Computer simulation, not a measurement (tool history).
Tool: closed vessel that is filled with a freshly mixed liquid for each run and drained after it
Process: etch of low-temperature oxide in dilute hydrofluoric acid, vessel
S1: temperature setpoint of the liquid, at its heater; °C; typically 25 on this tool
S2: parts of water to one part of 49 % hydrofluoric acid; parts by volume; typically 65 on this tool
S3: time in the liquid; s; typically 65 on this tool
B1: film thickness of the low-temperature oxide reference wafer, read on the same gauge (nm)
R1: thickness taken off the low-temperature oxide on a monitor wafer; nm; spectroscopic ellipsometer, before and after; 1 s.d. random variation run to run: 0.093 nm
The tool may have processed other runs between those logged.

run 1 day=0 | S1=25 S2=65 S3=65 | B1=110 | R1=19.38
run 2 day=2.467 | S1=25 S2=65 S3=65 | B1=110.01 | R1=19.3
run 3 day=4.142 | S1=25 S2=65 S3=65 | B1=110.02 | R1=19.37
run 4 day=6.821 | S1=25 S2=65 S3=55 | B1=110 | R1=16.2
run 5 day=9.308 | S1=25 S2=65 S3=55 | B1=110 | R1=16.29
run 6 day=11.038 | S1=25 S2=65 S3=65 | B1=109.98 | R1=19.09
run 7 day=12.358 | S1=22.5 S2=65 S3=65 | B1=110.01 | R1=17.21
run 8 day=13.467 | S1=22.5 S2=65 S3=65 | B1=110 | R1=17.27
-- day=13.625 thermometer replaced
run 9 day=15.312 | S1=22 S2=65 S3=65 | B1=109.99 | R1=15.15
-- day=15.733 gauge calibrated
run 10 day=16.8 | S1=26.5 S2=50 S3=40 | B1=109.99 | R1=14.73
run 11 day=18.208 | S1=23.5 S2=65 S3=65 | B1=110.01 | R1=16.24
run 12 day=21.058 | S1=25 S2=65 S3=55 | B1=110 | R1=14.39
-- day=22.142 hydrofluoric acid flow meter replaced
run 13 day=23.496 | S1=20.5 S2=85 S3=65 | B1=110.02 | R1=12.17
run 14 day=25.308 | S1=25 S2=55 S3=65 | B1=110.01 | R1=23.73
run 15 day=27.283 | S1=26.5 S2=50 S3=40 | B1=110 | R1=17
run 16 day=29.3 | S1=21.5 S2=95 S3=65 | B1=109.99 | R1=11.26

3 ways to go on from here, each from the tool as it stands after run 16. What would each give?
run A day=29.329 | S1=25 S2=50 S3=65 | B1=? | R1=?
run B day=29.329 | S1=25 S2=55 S3=40 | B1=? | R1=?
run C day=29.329 | S1=25 S2=90 S3=65 | B1=? | R1=?

run=A B1=110 R1=26.11
run=B B1=110 R1=14.51
run=C B1=110 R1=13.74
Had the tool no hidden state, the same runs would have come out as:
run=A R1=26.02
run=B R1=14.46
run=C R1=13.71
